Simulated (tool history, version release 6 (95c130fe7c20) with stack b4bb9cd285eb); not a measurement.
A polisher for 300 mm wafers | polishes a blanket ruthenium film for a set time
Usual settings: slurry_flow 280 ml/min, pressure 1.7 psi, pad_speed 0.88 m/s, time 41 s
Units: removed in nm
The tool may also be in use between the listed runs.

run	hour	slurry_flow	pressure	pad_speed	time	wafers since the last listed run	wafers polished on this pad	hours since the slurry nozzle was cleaned	hours since the head pressure was calibrated	incoming thickness of the incoming film, nm	removed
1	0.0	280	1.5	0.88	41	0	109	400.6	925.1	630.9	32.6
2	6.4	280	1.7	0.88	31	94	203	407.0	931.5	636.8	28.1
3	22.8	280	1.7	0.88	41	242	446	423.4	947.9	650.9	36.5
4	30.6	280	1.7	0.88	41	115	561	431.2	955.7	631.1	36.9
5	38.5	280	1.7	0.88	41	116	678	439.1	963.6	647.5	36.3
6	49.0	280	1.7	0.88	41	155	833	449.6	974.1	644.5	36.7
7	66.3	280	1.7	0.88	41	255	1089	466.9	991.4	639.0	36.7
# hour 73.2: worn pad replaced by a new one
8	77.6	225	1.7	0.88	41	107	64	478.2	1002.7	634.7	35.6
9	86.1	250	1.7	1.02	41	125	190	486.7	1011.2	642.5	41.5
10	98.8	195	1.7	0.62	41	187	378	499.4	1023.9	649.1	26.0
11	107.9	250	1.2	0.88	41	134	512	508.5	1033.0	643.4	25.6

Run 12 comes next. What will it give?
# hour 116.5: slurry nozzle cleaned
# hour 119.5: head pressure recalibrated
12	125.0	230	1.2	1.12	34	208	721	8.5	5.5	642.3	?

removed: 26.9 nm
Without the tool's hidden state the same run would have given removed 26.9 nm.
